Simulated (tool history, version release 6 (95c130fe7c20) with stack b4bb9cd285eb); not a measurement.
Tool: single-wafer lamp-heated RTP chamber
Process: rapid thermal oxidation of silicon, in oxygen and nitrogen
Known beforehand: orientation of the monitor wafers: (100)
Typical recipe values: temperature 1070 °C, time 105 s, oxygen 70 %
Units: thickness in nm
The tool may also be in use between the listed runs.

run	day	temperature	time	oxygen	read-back reference wafer on the same gauge, thickness	thickness
1	0.000	1070	105	70	13.310	11.446
2	0.746	1070	105	63	13.295	11.095
3	1.492	1070	105	63	13.288	11.076
4	2.400	1070	105	89	13.287	12.627
5	2.746	1070	105	70	13.313	11.514
# day 3.179: pyrometer window cleaned and pyrometer calibrated
6	3.425	1070	105	70	13.304	11.360
7	4.150	1070	105	70	13.290	11.399
8	4.658	1070	105	81	13.304	11.943
9	5.158	1070	105	81	13.290	11.971
10	5.888	1070	105	81	13.315	12.029
11	6.704	1051	105	83	13.312	10.677
# day 7.279: gauge calibrated
12	7.312	1051	105	83	13.320	10.680
13	7.962	1051	105	83	13.310	10.721
14	8.700	1070	105	70	13.304	11.448
15	9.350	1070	105	70	13.305	11.493
16	9.900	1070	105	70	13.292	11.507
17	10.396	1053	105	82	13.304	10.835
# day 11.046: oxygen flow controller replaced
18	11.067	1053	105	82	13.299	10.838
19	11.317	1070	131	42	13.315	10.633
20	11.912	1070	105	46	13.307	9.891
21	12.912	1062	105	70	13.311	10.893
22	13.533	1090	68	70	13.311	10.832
# day 13.871: pyrometer window cleaned and pyrometer calibrated
23	14.021	1070	105	88	13.300	12.411
24	14.300	1070	105	70	13.290	11.455
25	14.567	1078	123	86	13.294	13.983
26	15.300	1094	87	50	13.298	10.843

Expected results for the next run?
27	15.900	1082	74	60	?	?

read-back reference wafer on the same gauge, thickness: 13.291
thickness: 9.950 nm
Had the tool carried no hidden state, the very same run would have given thickness 9.867 nm.
